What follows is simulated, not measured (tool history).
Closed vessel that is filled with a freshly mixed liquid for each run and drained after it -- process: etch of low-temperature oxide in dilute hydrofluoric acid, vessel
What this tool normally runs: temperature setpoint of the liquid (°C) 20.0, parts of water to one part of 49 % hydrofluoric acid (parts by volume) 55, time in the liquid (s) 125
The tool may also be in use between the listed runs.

run	hour	temperature setpoint of the liquid (°C)	parts of water to one part of 49 % hydrofluoric acid (parts by volume)	time in the liquid (s)	read-back film thickness of the low-temperature oxide reference wafer, read on the same gauge (nm)	thickness taken off the low-temperature oxide on a monitor wafer (Å)
1	0.0	20.0	55	125	39.98	437.2
2	54.7	20.0	55	125	40.00	437.7
3	108.4	20.0	55	125	40.02	438.8
4	145.6	20.0	55	125	40.01	436.7
5	169.8	20.0	55	125	40.01	434.4
6	214.5	20.0	55	125	39.99	440.8
7	258.1	20.0	55	125	39.99	439.7
8	315.9	20.0	55	125	40.00	441.2
9	372.4	24.0	55	125	40.01	521.7
10	485.8	24.0	55	125	40.00	518.9
11	555.5	24.0	55	125	40.00	524.5
# hour 588.7: gauge calibrated
# hour 606.3: thermometer replaced
12	679.0	20.0	55	125	39.99	398.9
13	716.3	20.0	55	125	40.01	397.8
14	745.4	20.0	55	125	40.00	399.3
15	817.0	20.0	30	190	40.00	1161.3
16	851.5	17.5	55	125	40.01	360.1
17	904.6	18.5	45	160	40.00	594.8
18	959.8	20.0	55	125	39.99	404.5
19	991.1	18.5	45	160	39.99	603.4
20	1060.5	20.0	45	85	40.00	340.9

Forecast run 21:
21	1116.9	20.0	55	80	?	?

{"run 21": {"read-back film thickness of the low-temperature oxide reference wafer, read on the same gauge (nm)": 39.98, "thickness taken off the low-temperature oxide on a monitor wafer (Å)": 261.1}}
Were there no unlogged condition in the tool, this run, its random variation unchanged, would have produced thickness taken off the low-temperature oxide on a monitor wafer (Å) 252.5.
